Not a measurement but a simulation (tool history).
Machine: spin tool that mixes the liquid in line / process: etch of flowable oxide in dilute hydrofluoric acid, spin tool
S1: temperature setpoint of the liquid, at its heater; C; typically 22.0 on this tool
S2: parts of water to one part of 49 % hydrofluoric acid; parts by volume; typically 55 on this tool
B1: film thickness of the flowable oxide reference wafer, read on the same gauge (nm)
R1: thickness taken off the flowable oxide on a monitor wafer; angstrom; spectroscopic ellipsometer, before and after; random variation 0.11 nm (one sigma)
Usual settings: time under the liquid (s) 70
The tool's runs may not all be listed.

run 1 hour=0.0 | S1=22.0 S2=55 time_under_the_liquid_(s)=70 | B1=60.00 | R1=552.3
run 2 hour=9.3 | S1=22.0 S2=55 time_under_the_liquid_(s)=70 | B1=60.01 | R1=552.5
run 3 hour=19.6 | S1=22.0 S2=55 time_under_the_liquid_(s)=70 | B1=60.00 | R1=552.1
run 4 hour=31.4 | S1=22.0 S2=65 time_under_the_liquid_(s)=70 | B1=59.99 | R1=462.6
run 5 hour=46.7 | S1=22.0 S2=55 time_under_the_liquid_(s)=70 | B1=59.98 | R1=552.3
run 6 hour=60.7 | S1=22.0 S2=55 time_under_the_liquid_(s)=70 | B1=60.03 | R1=553.3
-- hour=80.7 gauge calibrated
-- hour=101.1 thermometer replaced
run 7 hour=111.6 | S1=22.0 S2=55 time_under_the_liquid_(s)=70 | B1=59.97 | R1=606.4
run 8 hour=121.6 | S1=22.0 S2=55 time_under_the_liquid_(s)=70 | B1=60.02 | R1=606.5
run 9 hour=138.3 | S1=22.0 S2=55 time_under_the_liquid_(s)=70 | B1=60.02 | R1=607.7
run 10 hour=154.1 | S1=26.5 S2=55 time_under_the_liquid_(s)=70 | B1=59.98 | R1=726.3
run 11 hour=165.6 | S1=24.5 S2=75 time_under_the_liquid_(s)=70 | B1=59.98 | R1=481.7
-- hour=177.3 hydrofluoric acid flow meter replaced
run 12 hour=177.8 | S1=26.0 S2=35 time_under_the_liquid_(s)=45 | B1=59.97 | R1=665.8
run 13 hour=194.0 | S1=18.0 S2=30 time_under_the_liquid_(s)=70 | B1=59.99 | R1=861.6
run 14 hour=207.3 | S1=22.0 S2=80 time_under_the_liquid_(s)=70 | B1=60.02 | R1=363.5
run 15 hour=216.6 | S1=22.0 S2=55 time_under_the_liquid_(s)=70 | B1=60.00 | R1=541.3
run 16 hour=231.4 | S1=24.0 S2=40 time_under_the_liquid_(s)=30 | B1=59.99 | R1=355.3

5 options for the next run, each taken on its own from the tool as it stands now. Forecast them:
run A hour=231.8 | S1=22.0 S2=55 time_under_the_liquid_(s)=70 | B1=? | R1=?
run B hour=231.8 | S1=24.0 S2=45 time_under_the_liquid_(s)=40 | B1=? | R1=?
run C hour=231.8 | S1=24.0 S2=70 time_under_the_liquid_(s)=45 | B1=? | R1=?
run D hour=231.8 | S1=24.5 S2=70 time_under_the_liquid_(s)=70 | B1=? | R1=?
run E hour=231.8 | S1=26.0 S2=40 time_under_the_liquid_(s)=90 | B1=? | R1=?

run=A B1=59.99 R1=543.5
run=B B1=59.99 R1=417.8
run=C B1=59.99 R1=292.6
run=D B1=59.99 R1=464.5
run=E B1=59.99 R1=1156.3
What these runs would have given with no unlogged condition in the tool:
run=A R1=546.9
run=B R1=420.4
run=C R1=294.2
run=D R1=467.0
run=E R1=1163.2
